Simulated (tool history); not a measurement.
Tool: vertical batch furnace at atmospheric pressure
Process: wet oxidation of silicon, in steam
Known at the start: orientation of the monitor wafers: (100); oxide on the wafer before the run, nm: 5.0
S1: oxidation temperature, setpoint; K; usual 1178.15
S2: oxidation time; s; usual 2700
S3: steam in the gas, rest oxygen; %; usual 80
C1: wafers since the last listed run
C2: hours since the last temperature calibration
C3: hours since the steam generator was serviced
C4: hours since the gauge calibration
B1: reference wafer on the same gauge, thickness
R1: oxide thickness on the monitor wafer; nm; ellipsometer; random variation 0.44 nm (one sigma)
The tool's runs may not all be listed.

{"run": 1, "hour": 0.0, "S1": 1178.15, "S2": 2700, "S3": 80, "C1": 0, "C2": 2577.1, "C3": 1020.1, "C4": 285.1, "B1": 114.96, "R1": 120.24}
{"run": 2, "hour": 28.6, "S1": 1178.15, "S2": 3270, "S3": 72, "C1": 546, "C2": 2605.7, "C3": 1048.7, "C4": 313.7, "B1": 115.08, "R1": 128.65}
{"run": 3, "hour": 67.7, "S1": 1178.15, "S2": 3270, "S3": 72, "C1": 747, "C2": 2644.8, "C3": 1087.8, "C4": 352.8, "B1": 114.9, "R1": 129.25}
{"run": 4, "hour": 102.1, "S1": 1178.15, "S2": 2700, "S3": 80, "C1": 657, "C2": 2679.2, "C3": 1122.2, "C4": 387.2, "B1": 114.95, "R1": 119.44}
{"run": 5, "hour": 131.6, "S1": 1178.15, "S2": 2700, "S3": 80, "C1": 563, "C2": 2708.7, "C3": 1151.7, "C4": 416.7, "B1": 114.89, "R1": 120.23}
{"run": 6, "hour": 159.6, "S1": 1193.15, "S2": 2700, "S3": 89, "C1": 535, "C2": 2736.7, "C3": 1179.7, "C4": 444.7, "B1": 115.02, "R1": 155.58}
{"run": 7, "hour": 189.1, "S1": 1193.15, "S2": 2700, "S3": 89, "C1": 563, "C2": 2766.2, "C3": 1209.2, "C4": 474.2, "B1": 114.89, "R1": 156.25}
{"run": 8, "hour": 217.1, "S1": 1193.15, "S2": 2700, "S3": 89, "C1": 535, "C2": 2794.2, "C3": 1237.2, "C4": 502.2, "B1": 115.07, "R1": 157.72}
{"run": 9, "hour": 255.4, "S1": 1178.15, "S2": 2700, "S3": 80, "C1": 731, "C2": 2832.5, "C3": 1275.5, "C4": 540.5, "B1": 114.99, "R1": 119.63}
{"run": 10, "hour": 281.5, "S1": 1178.15, "S2": 2700, "S3": 80, "C1": 498, "C2": 2858.6, "C3": 1301.6, "C4": 566.6, "B1": 115.01, "R1": 120.77}
{"run": 11, "hour": 306.3, "S1": 1178.15, "S2": 1620, "S3": 80, "C1": 473, "C2": 2883.4, "C3": 1326.4, "C4": 591.4, "B1": 115.14, "R1": 77.41}
{"run": 12, "hour": 330.7, "S1": 1178.15, "S2": 2700, "S3": 80, "C1": 466, "C2": 2907.8, "C3": 1350.8, "C4": 615.8, "B1": 114.89, "R1": 120.47}
{"run": 13, "hour": 380.3, "S1": 1178.15, "S2": 2700, "S3": 80, "C1": 947, "C2": 2957.4, "C3": 1400.4, "C4": 665.4, "B1": 114.82, "R1": 121.15}
{"run": 14, "hour": 450.6, "S1": 1178.15, "S2": 2700, "S3": 80, "C1": 1343, "C2": 3027.7, "C3": 1470.7, "C4": 735.7, "B1": 114.93, "R1": 121.15}
{"run": 15, "hour": 559.1, "S1": 1178.15, "S2": 2700, "S3": 80, "C1": 2073, "C2": 3136.2, "C3": 1579.2, "C4": 844.2, "B1": 115.2, "R1": 121.42}
{"run": 16, "hour": 593.7, "S1": 1178.15, "S2": 2700, "S3": 80, "C1": 661, "C2": 3170.8, "C3": 1613.8, "C4": 878.8, "B1": 114.81, "R1": 122.68}
{"run": 17, "hour": 626.5, "S1": 1178.15, "S2": 2700, "S3": 80, "C1": 626, "C2": 3203.6, "C3": 1646.6, "C4": 911.6, "B1": 115.02, "R1": 122.29}
{"run": 18, "hour": 661.6, "S1": 1169.15, "S2": 2700, "S3": 80, "C1": 670, "C2": 3238.7, "C3": 1681.7, "C4": 946.7, "B1": 114.98, "R1": 107.93}
{"run": 19, "hour": 723.7, "S1": 1198.15, "S2": 2700, "S3": 80, "C1": 1186, "C2": 3300.8, "C3": 1743.8, "C4": 1008.8, "B1": 114.87, "R1": 154.27}
{"hour": 769.5, "done": "steam generator serviced"}
{"run": 20, "hour": 793.0, "S1": 1190.15, "S2": 1620, "S3": 80, "C1": 865, "C2": 3370.1, "C3": 23.5, "C4": 1078.1, "B1": 114.95, "R1": 90.8}
{"hour": 838.8, "done": "gauge calibrated"}
{"run": 21, "hour": 857.5, "S1": 1197.15, "S2": 2280, "S3": 75, "C1": 1232, "C2": 3434.6, "C3": 88, "C4": 18.7, "B1": 115.05, "R1": 125.31}
{"run": 22, "hour": 908.6, "S1": 1178.15, "S2": 1770, "S3": 80, "C1": 976, "C2": 3485.7, "C3": 139.1, "C4": 69.8, "B1": 114.97, "R1": 85.15}
{"run": 23, "hour": 939.3, "S1": 1167.15, "S2": 3330, "S3": 80, "C1": 586, "C2": 3516.4, "C3": 169.8, "C4": 100.5, "B1": 115, "R1": 127.84}
{"run": 24, "hour": 977.7, "S1": 1198.15, "S2": 2700, "S3": 80, "C1": 733, "C2": 3554.8, "C3": 208.2, "C4": 138.9, "B1": 114.99, "R1": 156.74}
{"hour": 1046.1, "done": "thermocouples replaced and temperature profile calibrated"}
{"run": 25, "hour": 1046.6, "S1": 1192.15, "S2": 3540, "S3": 72, "C1": 857, "C2": 0.5, "C3": 277.1, "C4": 207.8, "B1": 115, "R1": 156.75}
{"run": 26, "hour": 1056.3, "S1": 1160.15, "S2": 1620, "S3": 69, "C1": 185, "C2": 10.2, "C3": 286.8, "C4": 217.5, "B1": 114.97, "R1": 49.2}
{"run": 27, "hour": 1086.1, "S1": 1178.15, "S2": 2700, "S3": 80, "C1": 569, "C2": 40, "C3": 316.6, "C4": 247.3, "B1": 115.08, "R1": 114.34}
{"run": 28, "hour": 1129.5, "S1": 1188.15, "S2": 3930, "S3": 92, "C1": 829, "C2": 83.4, "C3": 360, "C4": 290.7, "B1": 115.13, "R1": 201.73}
{"run": 29, "hour": 1184.5, "S1": 1178.15, "S2": 3210, "S3": 80, "C1": 1050, "C2": 138.4, "C3": 415, "C4": 345.7, "B1": 115.08, "R1": 132.33}
{"run": 30, "hour": 1247.8, "S1": 1178.15, "S2": 2700, "S3": 75, "C1": 1209, "C2": 201.7, "C3": 478.3, "C4": 409, "B1": 115, "R1": 107.56}
{"run": 31, "hour": 1297.7, "S1": 1178.15, "S2": 2700, "S3": 80, "C1": 953, "C2": 251.6, "C3": 528.2, "C4": 458.9, "B1": 115.1, "R1": 113.86}
{"run": 32, "hour": 1336.4, "S1": 1178.15, "S2": 2700, "S3": 80, "C1": 739, "C2": 290.3, "C3": 566.9, "C4": 497.6, "B1": 115.14, "R1": 114.27}
{"run": 33, "hour": 1403.3, "S1": 1163.15, "S2": 2700, "S3": 74, "C1": 1278, "C2": 357.2, "C3": 633.8, "C4": 564.5, "B1": 115.05, "R1": 85.54}
{"run": 34, "hour": 1449.9, "S1": 1171.15, "S2": 1410, "S3": 75, "C1": 890, "C2": 403.8, "C3": 680.4, "C4": 611.1, "B1": 115.02, "R1": 55.06}
{"run": 35, "hour": 1496.4, "S1": 1191.15, "S2": 2700, "S3": 75, "C1": 888, "C2": 450.3, "C3": 726.9, "C4": 657.6, "B1": 114.98, "R1": 126.99}
{"run": 36, "hour": 1531.3, "S1": 1188.15, "S2": 2700, "S3": 71, "C1": 666, "C2": 485.2, "C3": 761.8, "C4": 692.5, "B1": 114.89, "R1": 116.84}
{"run": 37, "hour": 1582.9, "S1": 1198.15, "S2": 1500, "S3": 72, "C1": 985, "C2": 536.8, "C3": 813.4, "C4": 744.1, "B1": 115, "R1": 79.8}

The tool's hidden state at each run:
steam share off its setpoint, % of the setpoint: 0 in every run
gauge reads high (%): 0 in every run
H1: true tube temperature minus thermocouple reading, K
run=1 H1=3.48
run=2 H1=3.55
run=3 H1=3.64
run=4 H1=3.73
run=5 H1=3.8
run=6 H1=3.87
run=7 H1=3.95
run=8 H1=4.02
run=9 H1=4.12
run=10 H1=4.19
run=11 H1=4.25
run=12 H1=4.32
run=13 H1=4.45
run=14 H1=4.65
run=15 H1=4.96
run=16 H1=5.06
run=17 H1=5.16
run=18 H1=5.26
run=19 H1=5.45
run=20 H1=5.66
run=21 H1=5.87
run=22 H1=6.03
run=23 H1=6.13
run=24 H1=6.26
run=25 H1=0.145
run=26 H1=0.145
run=27 H1=0.146
run=28 H1=0.148
run=29 H1=0.154
run=30 H1=0.164
run=31 H1=0.174
run=32 H1=0.184
run=33 H1=0.204
run=34 H1=0.22
run=35 H1=0.239
run=36 H1=0.254
run=37 H1=0.278
